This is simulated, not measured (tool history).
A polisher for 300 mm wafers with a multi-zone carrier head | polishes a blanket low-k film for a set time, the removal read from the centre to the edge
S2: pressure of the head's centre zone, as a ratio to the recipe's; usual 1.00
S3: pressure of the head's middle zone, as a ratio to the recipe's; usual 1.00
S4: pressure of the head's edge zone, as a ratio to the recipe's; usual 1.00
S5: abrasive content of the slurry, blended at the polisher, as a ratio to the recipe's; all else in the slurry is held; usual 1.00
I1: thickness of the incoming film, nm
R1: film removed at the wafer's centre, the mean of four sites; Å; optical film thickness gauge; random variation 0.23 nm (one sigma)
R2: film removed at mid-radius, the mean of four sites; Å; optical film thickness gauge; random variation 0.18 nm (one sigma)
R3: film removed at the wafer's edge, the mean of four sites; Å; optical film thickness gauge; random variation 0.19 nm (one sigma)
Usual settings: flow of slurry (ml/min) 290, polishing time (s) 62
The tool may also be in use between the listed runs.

run 1 hour=0.0 | flow_of_slurry_(ml/min)=290 S2=1.00 S3=1.00 S4=1.00 S5=1.25 polishing_time_(s)=62 | I1=341.0 | R1=200 R2=207 R3=208
-- hour=121.3 centre zone pressure recalibrated
run 2 hour=150.0 | flow_of_slurry_(ml/min)=290 S2=1.00 S3=1.00 S4=1.00 S5=1.00 polishing_time_(s)=62 | I1=342.4 | R1=182 R2=181 R3=186
run 3 hour=210.8 | flow_of_slurry_(ml/min)=290 S2=1.00 S3=1.00 S4=1.00 S5=1.00 polishing_time_(s)=62 | I1=344.1 | R1=178 R2=180 R3=187
run 4 hour=239.1 | flow_of_slurry_(ml/min)=290 S2=0.94 S3=1.00 S4=1.00 S5=1.00 polishing_time_(s)=62 | I1=340.5 | R1=168 R2=182 R3=185
-- hour=256.4 carrier head's membrane replaced by a new one
-- hour=362.8 worn pad replaced by a new one
run 5 hour=451.2 | flow_of_slurry_(ml/min)=290 S2=1.00 S3=1.00 S4=1.00 S5=1.00 polishing_time_(s)=62 | I1=338.2 | R1=179 R2=176 R3=178
run 6 hour=510.7 | flow_of_slurry_(ml/min)=325 S2=1.00 S3=1.00 S4=1.00 S5=0.75 polishing_time_(s)=62 | I1=342.2 | R1=149 R2=152 R3=155
run 7 hour=575.6 | flow_of_slurry_(ml/min)=290 S2=1.00 S3=1.00 S4=1.00 S5=1.00 polishing_time_(s)=82 | I1=347.7 | R1=222 R2=230 R3=239
run 8 hour=621.5 | flow_of_slurry_(ml/min)=290 S2=1.10 S3=1.00 S4=1.00 S5=0.90 polishing_time_(s)=62 | I1=340.8 | R1=176 R2=162 R3=165
-- hour=648.4 centre zone pressure recalibrated
run 9 hour=668.3 | flow_of_slurry_(ml/min)=290 S2=1.04 S3=0.89 S4=1.12 S5=1.00 polishing_time_(s)=62 | I1=346.9 | R1=174 R2=154 R3=184
run 10 hour=693.3 | flow_of_slurry_(ml/min)=290 S2=1.00 S3=0.95 S4=1.00 S5=1.00 polishing_time_(s)=62 | I1=340.5 | R1=163 R2=160 R3=174
-- hour=715.8 worn pad replaced by a new one
run 11 hour=742.4 | flow_of_slurry_(ml/min)=290 S2=1.00 S3=1.00 S4=1.00 S5=1.00 polishing_time_(s)=62 | I1=342.8 | R1=164 R2=165 R3=172
run 12 hour=792.8 | flow_of_slurry_(ml/min)=290 S2=1.00 S3=1.00 S4=0.93 S5=0.90 polishing_time_(s)=62 | I1=336.7 | R1=153 R2=152 R3=153
-- hour=796.5 slurry nozzle cleaned
run 13 hour=845.1 | flow_of_slurry_(ml/min)=290 S2=1.00 S3=1.00 S4=1.00 S5=1.00 polishing_time_(s)=62 | I1=337.2 | R1=184 R2=186 R3=186
run 14 hour=915.0 | flow_of_slurry_(ml/min)=290 S2=1.00 S3=1.00 S4=1.00 S5=1.00 polishing_time_(s)=62 | I1=342.6 | R1=184 R2=185 R3=182
run 15 hour=956.5 | flow_of_slurry_(ml/min)=195 S2=1.06 S3=0.88 S4=0.95 S5=1.00 polishing_time_(s)=62 | I1=343.7 | R1=179 R2=156 R3=175
run 16 hour=991.6 | flow_of_slurry_(ml/min)=290 S2=1.00 S3=1.00 S4=0.88 S5=1.00 polishing_time_(s)=62 | I1=340.5 | R1=182 R2=181 R3=174
run 17 hour=1060.1 | flow_of_slurry_(ml/min)=290 S2=1.05 S3=1.00 S4=1.00 S5=1.20 polishing_time_(s)=62 | I1=341.7 | R1=209 R2=199 R3=200
run 18 hour=1099.8 | flow_of_slurry_(ml/min)=325 S2=1.00 S3=1.11 S4=1.06 S5=1.20 polishing_time_(s)=62 | I1=342.0 | R1=199 R2=221 R3=211
-- hour=1104.9 worn pad replaced by a new one
run 19 hour=1142.4 | flow_of_slurry_(ml/min)=290 S2=1.00 S3=1.00 S4=1.00 S5=1.00 polishing_time_(s)=62 | I1=343.7 | R1=182 R2=182 R3=185
run 20 hour=1167.0 | flow_of_slurry_(ml/min)=290 S2=1.05 S3=1.00 S4=1.00 S5=0.70 polishing_time_(s)=62 | I1=338.0 | R1=154 R2=147 R3=148
-- hour=1194.3 centre zone pressure recalibrated
run 21 hour=1237.2 | flow_of_slurry_(ml/min)=290 S2=1.00 S3=1.00 S4=1.05 S5=1.00 polishing_time_(s)=62 | I1=339.7 | R1=179 R2=180 R3=189

4 ways to go on from here, each from the tool as it stands after run 21. What would each give?
run A hour=1237.6 | flow_of_slurry_(ml/min)=290 S2=1.00 S3=1.00 S4=1.00 S5=1.00 polishing_time_(s)=62 | I1=338.3 | R1=? R2=? R3=?
run B hour=1237.6 | flow_of_slurry_(ml/min)=220 S2=1.00 S3=1.00 S4=1.00 S5=1.00 polishing_time_(s)=62 | I1=338.3 | R1=? R2=? R3=?
run C hour=1237.6 | flow_of_slurry_(ml/min)=215 S2=0.90 S3=1.05 S4=1.00 S5=1.00 polishing_time_(s)=71 | I1=338.3 | R1=? R2=? R3=?
run D hour=1237.6 | flow_of_slurry_(ml/min)=240 S2=1.03 S3=1.00 S4=1.00 S5=1.00 polishing_time_(s)=62 | I1=338.3 | R1=? R2=? R3=?

run=A R1=178 R2=181 R3=188
run=B R1=170 R2=173 R3=182
run=C R1=176 R2=206 R3=208
run=D R1=178 R2=176 R3=184
Without the tool's hidden state the same runs would have given:
run=A R1=183 R2=185 R3=191
run=B R1=176 R2=179 R3=186
run=C R1=182 R2=212 R3=212
run=D R1=183 R2=181 R3=188

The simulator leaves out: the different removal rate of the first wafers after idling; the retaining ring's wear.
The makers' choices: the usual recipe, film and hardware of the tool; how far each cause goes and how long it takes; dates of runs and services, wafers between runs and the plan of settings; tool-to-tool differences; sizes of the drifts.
